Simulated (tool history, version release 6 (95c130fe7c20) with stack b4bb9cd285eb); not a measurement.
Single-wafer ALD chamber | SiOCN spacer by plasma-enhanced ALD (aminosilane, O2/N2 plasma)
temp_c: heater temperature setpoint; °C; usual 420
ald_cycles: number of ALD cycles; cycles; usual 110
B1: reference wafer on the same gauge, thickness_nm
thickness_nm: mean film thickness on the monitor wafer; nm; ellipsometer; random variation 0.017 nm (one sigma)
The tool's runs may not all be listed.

{"run": 1, "hour": 0.0, "temp_c": 420, "ald_cycles": 110, "B1": 7.293, "thickness_nm": 6.383}
{"run": 2, "hour": 25.2, "temp_c": 420, "ald_cycles": 118, "B1": 7.289, "thickness_nm": 6.887}
{"run": 3, "hour": 50.0, "temp_c": 420, "ald_cycles": 118, "B1": 7.289, "thickness_nm": 6.862}
{"run": 4, "hour": 87.3, "temp_c": 420, "ald_cycles": 118, "B1": 7.289, "thickness_nm": 6.857}
{"run": 5, "hour": 228.8, "temp_c": 420, "ald_cycles": 94, "B1": 7.29, "thickness_nm": 5.469}
{"run": 6, "hour": 256.6, "temp_c": 420, "ald_cycles": 94, "B1": 7.295, "thickness_nm": 5.512}
{"run": 7, "hour": 298.3, "temp_c": 420, "ald_cycles": 110, "B1": 7.288, "thickness_nm": 6.433}
{"run": 8, "hour": 343.7, "temp_c": 420, "ald_cycles": 110, "B1": 7.293, "thickness_nm": 6.449}
{"run": 9, "hour": 380.8, "temp_c": 420, "ald_cycles": 95, "B1": 7.289, "thickness_nm": 5.571}
{"run": 10, "hour": 451.6, "temp_c": 420, "ald_cycles": 95, "B1": 7.293, "thickness_nm": 5.577}
{"hour": 454.1, "done": "gauge calibrated"}
{"run": 11, "hour": 504.7, "temp_c": 412, "ald_cycles": 127, "B1": 7.292, "thickness_nm": 7.685}
{"run": 12, "hour": 537.3, "temp_c": 412, "ald_cycles": 127, "B1": 7.293, "thickness_nm": 7.656}
{"hour": 576.1, "done": "thermocouple changed; heater temperature recalibrated"}
{"run": 13, "hour": 576.6, "temp_c": 420, "ald_cycles": 110, "B1": 7.294, "thickness_nm": 6.348}
{"run": 14, "hour": 634.1, "temp_c": 420, "ald_cycles": 110, "B1": 7.291, "thickness_nm": 6.291}
{"run": 15, "hour": 679.8, "temp_c": 430, "ald_cycles": 91, "B1": 7.289, "thickness_nm": 5.05}
{"run": 16, "hour": 841.8, "temp_c": 428, "ald_cycles": 110, "B1": 7.286, "thickness_nm": 6.155}
{"run": 17, "hour": 895.4, "temp_c": 420, "ald_cycles": 110, "B1": 7.287, "thickness_nm": 6.345}
{"run": 18, "hour": 960.0, "temp_c": 429, "ald_cycles": 127, "B1": 7.292, "thickness_nm": 7.075}
{"run": 19, "hour": 1009.8, "temp_c": 420, "ald_cycles": 110, "B1": 7.291, "thickness_nm": 6.325}
{"run": 20, "hour": 1066.8, "temp_c": 430, "ald_cycles": 126, "B1": 7.285, "thickness_nm": 6.97}
{"run": 21, "hour": 1125.8, "temp_c": 420, "ald_cycles": 110, "B1": 7.286, "thickness_nm": 6.348}
{"run": 22, "hour": 1186.8, "temp_c": 420, "ald_cycles": 94, "B1": 7.291, "thickness_nm": 5.405}
{"run": 23, "hour": 1252.6, "temp_c": 433, "ald_cycles": 88, "B1": 7.29, "thickness_nm": 4.829}
{"run": 24, "hour": 1311.9, "temp_c": 420, "ald_cycles": 110, "B1": 7.289, "thickness_nm": 6.33}
{"run": 25, "hour": 1356.6, "temp_c": 433, "ald_cycles": 117, "B1": 7.291, "thickness_nm": 6.417}
{"run": 26, "hour": 1405.5, "temp_c": 406, "ald_cycles": 110, "B1": 7.289, "thickness_nm": 6.685}
{"run": 27, "hour": 1458.4, "temp_c": 430, "ald_cycles": 103, "B1": 7.292, "thickness_nm": 5.702}
{"run": 28, "hour": 1503.4, "temp_c": 420, "ald_cycles": 125, "B1": 7.29, "thickness_nm": 7.169}

4 ways to go on from here, each from the tool as it stands after run 28. What would each give?
{"run": "A", "hour": 1504.0, "temp_c": 429, "ald_cycles": 110, "B1": "?", "thickness_nm": "?"}
{"run": "B", "hour": 1504.0, "temp_c": 433, "ald_cycles": 118, "B1": "?", "thickness_nm": "?"}
{"run": "C", "hour": 1504.0, "temp_c": 420, "ald_cycles": 99, "B1": "?", "thickness_nm": "?"}
{"run": "D", "hour": 1504.0, "temp_c": 410, "ald_cycles": 102, "B1": "?", "thickness_nm": "?"}

run=A B1=7.294 thickness_nm=6.125
run=B B1=7.294 thickness_nm=6.472
run=C B1=7.294 thickness_nm=5.698
run=D B1=7.294 thickness_nm=6.083
Without the tool's hidden state the same runs would have given:
run=A thickness_nm=6.093
run=B thickness_nm=6.438
run=C thickness_nm=5.670
run=D thickness_nm=6.054
